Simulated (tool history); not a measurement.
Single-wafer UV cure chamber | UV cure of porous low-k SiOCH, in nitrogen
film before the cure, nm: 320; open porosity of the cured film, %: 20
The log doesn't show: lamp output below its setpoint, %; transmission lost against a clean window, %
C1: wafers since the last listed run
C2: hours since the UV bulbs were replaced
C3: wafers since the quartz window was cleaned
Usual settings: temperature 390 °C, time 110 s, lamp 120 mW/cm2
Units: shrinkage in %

Run 1, hour 0: usual settings; C1 0; C2 866.5; C3 3644. Result: shrinkage 8.282 %.
Run 2, hour 56.9: usual settings; C1 237; C2 923.4; C3 3881. Result: shrinkage 8.322 %.
At hour 75.5: quartz window cleaned.
Run 3, hour 111.3: usual settings; C1 193; C2 977.8; C3 149. Result: shrinkage 9.356 %.
Run 4, hour 157.9: usual settings but lamp 89 mW/cm2; C1 194; C2 1024.4; C3 343. Result: shrinkage 7.693 %.
Run 5, hour 224: usual settings but lamp 89 mW/cm2; C1 275; C2 1090.5; C3 619. Result: shrinkage 7.535 %.
Run 6, hour 282.9: usual settings but lamp 89 mW/cm2; C1 245; C2 1149.4; C3 865. Result: shrinkage 7.668 %.
Run 7, hour 317.9: usual settings but lamp 105 mW/cm2; C1 146; C2 1184.4; C3 1011. Result: shrinkage 8.113 %.
Run 8, hour 352.3: usual settings but lamp 105 mW/cm2; C1 143; C2 1218.8; C3 1155. Result: shrinkage 8.076 %.
Run 9, hour 408.1: usual settings but lamp 105 mW/cm2; C1 232; C2 1274.6; C3 1387. Result: shrinkage 7.807 %.
Run 10, hour 464: usual settings; C1 233; C2 1330.5; C3 1621. Result: shrinkage 8.372 %.
Run 11, hour 518.3: usual settings; C1 226; C2 1384.8; C3 1847. Result: shrinkage 8.499 %.
Run 12, hour 576.5: usual settings but temperature 396 °C, time 150 s, lamp 96 mW/cm2; C1 242; C2 1443; C3 2090. Result: shrinkage 8.948 %.
Run 13, hour 628.2: usual settings but temperature 373 °C, lamp 95 mW/cm2; C1 215; C2 1494.7; C3 2306. Result: shrinkage 7.022 %.
At hour 671.2: UV bulbs replaced.
Run 14, hour 671.8: usual settings but temperature 396 °C; C1 148; C2 0.6; C3 2454. Result: shrinkage 9.343 %.
Run 15, hour 708.8: usual settings but temperature 379 °C; C1 154; C2 37.6; C3 2609. Result: shrinkage 8.885 %.
Run 16, hour 858.1: usual settings but temperature 404 °C, time 80 s, lamp 143 mW/cm2; C1 623; C2 186.9; C3 3232. Result: shrinkage 8.393 %.
At hour 891: quartz window cleaned.
Run 17, hour 923.9: usual settings but temperature 379 °C; C1 241; C2 252.7; C3 137. Result: shrinkage 9.432 %.
Run 18, hour 963.7: usual settings but temperature 378 °C, time 145 s; C1 166; C2 292.5; C3 303. Result: shrinkage 10.81 %.
Run 19, hour 1031: usual settings but temperature 400 °C; C1 280; C2 359.8; C3 584. Result: shrinkage 9.533 %.
Run 20, hour 1068.1: usual settings; C1 154; C2 396.9; C3 739. Result: shrinkage 9.077 %.
Run 21, hour 1121.2: usual settings but temperature 399 °C, time 125 s, lamp 134 mW/cm2; C1 221; C2 450; C3 960. Result: shrinkage 10.412 %.
Run 22, hour 1172.5: usual settings but lamp 89 mW/cm2; C1 214; C2 501.3; C3 1174. Result: shrinkage 7.681 %.

4 ways to go on from here, each from the tool as it stands after run 22. What would each give?
Run A, hour 1173: usual settings; C1 2; C2 501.8; C3 1176. Result: shrinkage ?.
Run B, hour 1173: usual settings but temperature 381 °C, time 45 s, lamp 101 mW/cm2; C1 2; C2 501.8; C3 1176. Result: shrinkage ?.
Run C, hour 1173: usual settings but temperature 380 °C, lamp 154 mW/cm2; C1 2; C2 501.8; C3 1176. Result: shrinkage ?.
Run D, hour 1173: usual settings but temperature 373 °C; C1 2; C2 501.8; C3 1176. Result: shrinkage ?.

run  shrinkage
  A      9.132
  B      4.541
  C     10.123
  D       8.81
Without the tool's hidden state the same runs would have given:
run  shrinkage
  A     10.319
  B       5.45
  C      11.34
  D      9.988
